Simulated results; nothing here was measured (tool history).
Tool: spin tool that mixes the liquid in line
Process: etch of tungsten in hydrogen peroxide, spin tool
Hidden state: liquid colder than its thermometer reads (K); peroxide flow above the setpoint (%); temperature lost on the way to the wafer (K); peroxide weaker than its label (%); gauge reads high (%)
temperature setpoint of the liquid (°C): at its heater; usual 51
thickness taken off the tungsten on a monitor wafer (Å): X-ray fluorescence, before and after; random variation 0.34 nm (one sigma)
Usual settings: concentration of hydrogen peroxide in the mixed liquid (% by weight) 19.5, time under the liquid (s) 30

run	hour	temperature setpoint of the liquid (°C)	concentration of hydrogen peroxide in the mixed liquid (% by weight)	time under the liquid (s)	wafers since the last listed run	hours since the thermometer was replaced	hours since the peroxide flow meter was replaced	hours since the heated supply line was repaired	hours since the drum of peroxide was connected	hours since the gauge calibration	read-back film thickness of the tungsten reference wafer, read on the same gauge (nm)	thickness taken off the tungsten on a monitor wafer (Å)
1	0	51	19.5	30	0	1372.3	489.8	2283.6	1243.4	2288.8	120.01	494.7
2	96	51	19.5	30	1960	1468.3	585.8	2379.6	1339.4	2384.8	120.01	493.6
# hour 164.9: peroxide flow meter replaced
3	195.6	51	19.5	30	2013	1567.9	30.7	2479.2	1439	2484.4	120	491.9
# hour 240.1: new drum of peroxide connected
4	412.4	54.5	22	30	4407	1784.7	247.5	2696	172.3	2701.2	120.01	652.9
5	460.3	46.5	14	40	978	1832.6	295.4	2743.9	220.2	2749.1	120.01	422.8
6	560.1	51	22.5	25	2038	1932.4	395.2	2843.7	320	2848.9	120	436.5
7	638	55.5	25.5	25	1591	2010.3	473.1	2921.6	397.9	2926.8	119.98	610.4
# hour 669.1: gauge calibrated
# hour 709.7: thermometer replaced
8	713.6	45.5	19.5	30	1523	3.9	548.7	2997.2	473.5	44.5	119.98	348
# hour 766.8: peroxide flow meter replaced
9	786.7	58	19.5	30	1472	77	19.9	3070.3	546.6	117.6	120.03	747.2
10	885	51	15.5	30	2007	175.3	118.2	3168.6	644.9	215.9	119.99	436.7
11	941.5	51	14	30	1154	231.8	174.7	3225.1	701.4	272.4	119.98	414
12	1004.8	51	25	15	1292	295.1	238	3288.4	764.7	335.7	120.02	274.6
13	1100.1	51	19.5	30	1946	390.4	333.3	3383.7	860	431	119.98	480
14	1188.4	59	16.5	15	1803	478.7	421.6	3472	948.3	519.3	119.99	357.6
# hour 1200.5: heated supply line repaired
15	1230.6	51	19.5	30	841	520.9	463.8	30.1	990.5	561.5	120	521.1
# hour 1441.4: peroxide flow meter replaced
16	1529.4	51	19.5	30	6082	819.7	88	328.9	1289.3	860.3	119.98	519.4
17	1574.3	51	24	25	917	864.6	132.9	373.8	1334.2	905.2	120.01	481.5
18	1665.2	51	19.5	30	1856	955.5	223.8	464.7	1425.1	996.1	120	517.4
19	1718.1	51	13.5	30	1080	1008.4	276.7	517.6	1478	1049	120	429.9
20	1816.6	42	23.5	20	2011	1106.9	375.2	616.1	1576.5	1147.5	119.99	213.8
# hour 1847.3: new drum of peroxide connected
21	1870.6	59	24.5	15	1082	1160.9	429.2	670.1	23.3	1201.5	120.01	466
22	1925.9	51	19.5	30	1129	1216.2	484.5	725.4	78.6	1256.8	120.01	510.5
23	1994.6	59.5	17	20	1403	1284.9	553.2	794.1	147.3	1325.5	120.01	524.3
# hour 2023.3: peroxide flow meter replaced
24	2057.8	51	19.5	20	1270	1348.1	34.5	857.3	210.5	1388.7	120	341.9
25	2139.7	57.5	19.5	30	1672	1430	116.4	939.2	292.4	1470.6	120.01	747

5 ways to go on from here, each from the tool as it stands after run 25. What would each give?
A	2140.1	51	19.5	15	8	1430.4	116.8	939.6	292.8	1471	?	?
B	2140.1	55	14.5	40	8	1430.4	116.8	939.6	292.8	1471	?	?
C	2140.1	47	14	40	8	1430.4	116.8	939.6	292.8	1471	?	?
D	2140.1	47	23	30	8	1430.4	116.8	939.6	292.8	1471	?	?
E	2140.1	51	17	35	8	1430.4	116.8	939.6	292.8	1471	?	?

run	read-back film thickness of the tungsten reference wafer, read on the same gauge (nm)	thickness taken off the tungsten on a monitor wafer (Å)
A	120.02	256.8
B	120.02	751
C	120.02	453.5
D	120.02	435.9
E	120.02	559.4
Without the tool's hidden state the same runs would have given:
run	thickness taken off the tungsten on a monitor wafer (Å)
A	261.2
B	763.6
C	461.5
D	443.6
E	569.1
